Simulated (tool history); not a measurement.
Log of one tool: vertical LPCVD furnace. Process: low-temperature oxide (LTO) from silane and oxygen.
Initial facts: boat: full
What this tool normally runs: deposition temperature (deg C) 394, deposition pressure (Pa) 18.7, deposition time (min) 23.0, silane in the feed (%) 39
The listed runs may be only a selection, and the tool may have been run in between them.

run	hour	deposition temperature (deg C)	deposition pressure (Pa)	deposition time (min)	silane in the feed (%)	read-back reference wafer on the same gauge, thickness	film thickness on the monitor wafer in the middle of the boat (angstrom)
1	0.0	394	18.7	27.0	39	99.02	1325.9
2	17.8	394	18.7	21.0	39	99.00	1030.7
3	27.0	394	18.7	27.5	36	99.07	1222.5
4	39.3	394	18.7	23.0	39	98.98	1130.0
5	51.6	394	18.7	23.0	39	99.00	1130.1
6	69.1	394	18.7	23.0	39	99.02	1128.8
7	76.6	394	18.7	23.0	39	98.94	1133.3
8	89.8	394	18.7	23.0	39	99.04	1129.9
9	99.3	394	18.7	23.0	39	98.99	1133.6
10	106.2	394	15.3	23.0	39	98.96	922.6
11	114.2	394	17.3	23.0	39	99.03	1049.6
# hour 146.6: pressure gauge zeroed
# hour 148.2: silane flow controller replaced
12	148.7	394	17.3	23.0	39	99.00	1097.8
13	152.3	394	17.3	23.0	39	99.04	1099.2
14	159.1	398	20.7	23.0	46	99.01	1642.6
# hour 167.3: gauge calibrated
15	170.3	386	14.0	29.5	42	98.96	1136.6
# hour 203.2: thermocouples replaced and temperature profile calibrated
16	203.7	394	18.7	23.0	39	99.02	1120.1
17	207.4	394	23.3	16.0	39	98.95	973.7
18	211.2	403	18.7	23.0	36	99.01	1118.7
19	218.5	394	18.7	28.0	32	99.06	1044.6
20	225.5	394	18.7	23.0	39	98.95	1113.9
21	243.4	394	18.7	23.0	39	98.98	1117.0
22	257.4	394	18.7	23.0	45	98.99	1315.8
23	269.1	398	20.7	23.0	39	99.03	1292.9
24	279.2	394	16.0	23.0	46	99.00	1154.5
25	285.8	394	16.0	23.0	46	98.97	1151.2
26	295.8	403	18.7	23.0	39	98.95	1232.8
27	307.6	394	16.0	15.0	39	99.03	622.1

The next listed run, before its measurement:
28	313.6	382	22.7	23.0	39	?	?

{"run 28": {"read-back reference wafer on the same gauge, thickness": 98.99, "film thickness on the monitor wafer in the middle of the boat (angstrom)": 1180.6}}
Take away the tool's hidden state, keep the run-to-run variation as it was, and the same run would have given film thickness on the monitor wafer in the middle of the boat (angstrom) 1181.1.

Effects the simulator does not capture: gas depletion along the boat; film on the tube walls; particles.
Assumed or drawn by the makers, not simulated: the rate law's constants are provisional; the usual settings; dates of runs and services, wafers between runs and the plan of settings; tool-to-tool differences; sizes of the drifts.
